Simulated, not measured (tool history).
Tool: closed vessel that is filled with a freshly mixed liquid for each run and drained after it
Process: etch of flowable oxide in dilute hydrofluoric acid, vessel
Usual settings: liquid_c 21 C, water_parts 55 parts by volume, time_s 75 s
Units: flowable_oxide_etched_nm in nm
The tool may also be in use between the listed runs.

| run | hour | liquid_c | water_parts | time_s | wafers since the last listed run | hours since the thermometer was replaced | hours since the hydrofluoric acid flow meter was replaced | hours since the gauge calibration | read-back film thickness of the flowable oxide reference wafer, read on the same gauge (nm) | flowable_oxide_etched_nm |
|---|---|---|---|---|---|---|---|---|---|---|
| 1 | 0 | 21 | 55 | 110 | 0 | 206.4 | 1352.7 | 142.4 | 99.98 | 47.07 |
| 2 | 57.2 | 18.5 | 55 | 75 | 4314 | 263.6 | 1409.9 | 199.6 | 100.02 | 28.66 |
| 3 | 114.6 | 18.5 | 55 | 75 | 4329 | 321 | 1467.3 | 257 | 100.01 | 29.26 |
| 4 | 297 | 21 | 55 | 75 | 13759 | 503.4 | 1649.7 | 439.4 | 99.97 | 32.05 |
| 5 | 357.4 | 21 | 55 | 75 | 4556 | 563.8 | 1710.1 | 499.8 | 100.01 | 32.35 |
| 6 | 416.4 | 21 | 55 | 75 | 4450 | 622.8 | 1769.1 | 558.8 | 100.03 | 32.75 |
| 7 | 468.3 | 18 | 55 | 90 | 3915 | 674.7 | 1821 | 610.7 | 100 | 33.72 |
| 8 | 493.3 | 18 | 55 | 90 | 1885 | 699.7 | 1846 | 635.7 | 99.98 | 34.19 |
| 9 | 523 | 21 | 55 | 75 | 2240 | 729.4 | 1875.7 | 665.4 | 100 | 32.02 |
| 10 | 558.1 | 21 | 55 | 75 | 2647 | 764.5 | 1910.8 | 700.5 | 100.01 | 32.13 |
|  | 591.5 | thermometer replaced |
| 11 | 596.9 | 18 | 55 | 75 | 2851 | 5.4 | 1949.6 | 739.3 | 100.04 | 28.38 |
| 12 | 660.4 | 21 | 55 | 75 | 4790 | 68.9 | 2013.1 | 802.8 | 100 | 32.21 |
| 13 | 694.5 | 21 | 55 | 75 | 2572 | 103 | 2047.2 | 836.9 | 99.98 | 32.29 |
| 14 | 749.5 | 19 | 55 | 75 | 4148 | 158 | 2102.2 | 891.9 | 100 | 29.47 |
|  | 801.3 | gauge calibrated |
| 15 | 810.4 | 21 | 55 | 75 | 4593 | 218.9 | 2163.1 | 9.1 | 99.98 | 32.05 |
| 16 | 859.6 | 19.5 | 55 | 105 | 3711 | 268.1 | 2212.3 | 58.3 | 100.01 | 42.09 |
| 17 | 1027.2 | 21 | 55 | 75 | 12642 | 435.7 | 2379.9 | 225.9 | 99.96 | 32.5 |
| 18 | 1089.8 | 17 | 75 | 65 | 4722 | 498.3 | 2442.5 | 288.5 | 100.01 | 16.8 |
| 19 | 1156.1 | 17 | 70 | 75 | 5001 | 564.6 | 2508.8 | 354.8 | 99.98 | 20.94 |
|  | 1199.4 | hydrofluoric acid flow meter replaced |
| 20 | 1225.5 | 21 | 55 | 75 | 5159 | 634 | 26.1 | 424.2 | 100.06 | 32.15 |
| 21 | 1277.8 | 21 | 55 | 75 | 3945 | 686.3 | 78.4 | 476.5 | 100 | 32.36 |
|  | 1307.1 | thermometer replaced |
| 22 | 1323.8 | 19 | 80 | 120 | 3394 | 16.7 | 124.4 | 522.5 | 99.96 | 31.7 |
| 23 | 1367 | 22.5 | 30 | 90 | 3258 | 59.9 | 167.6 | 565.7 | 100.04 | 77.68 |
| 24 | 1404.6 | 21 | 55 | 75 | 2836 | 97.5 | 205.2 | 603.3 | 100 | 32.24 |
| 25 | 1464.6 | 24.5 | 85 | 75 | 4526 | 157.5 | 265.2 | 663.3 | 100 | 23.21 |
| 26 | 1511.5 | 21 | 45 | 100 | 3537 | 204.4 | 312.1 | 710.2 | 99.94 | 53.14 |
| 27 | 1551.3 | 26 | 75 | 45 | 3002 | 244.2 | 351.9 | 750 | 100.02 | 16.96 |
| 28 | 1575.5 | 21 | 65 | 75 | 1825 | 268.4 | 376.1 | 774.2 | 100 | 26.77 |
| 29 | 1640.6 | 21 | 55 | 75 | 4910 | 333.5 | 441.2 | 839.3 | 99.99 | 32.75 |
|  | 1657.5 | gauge calibrated |
| 30 | 1670.3 | 21 | 55 | 100 | 2240 | 363.2 | 470.9 | 12.8 | 100.02 | 43.13 |
| 31 | 1732.1 | 17 | 80 | 75 | 4661 | 425 | 532.7 | 74.6 | 99.98 | 18 |

The tool's hidden state at each run:
liquid hotter than its thermometer reads (K): 0 in every run
hydrofluoric acid flow above the setpoint (%): 0 in every run
gauge reads high (%): 0 in every run
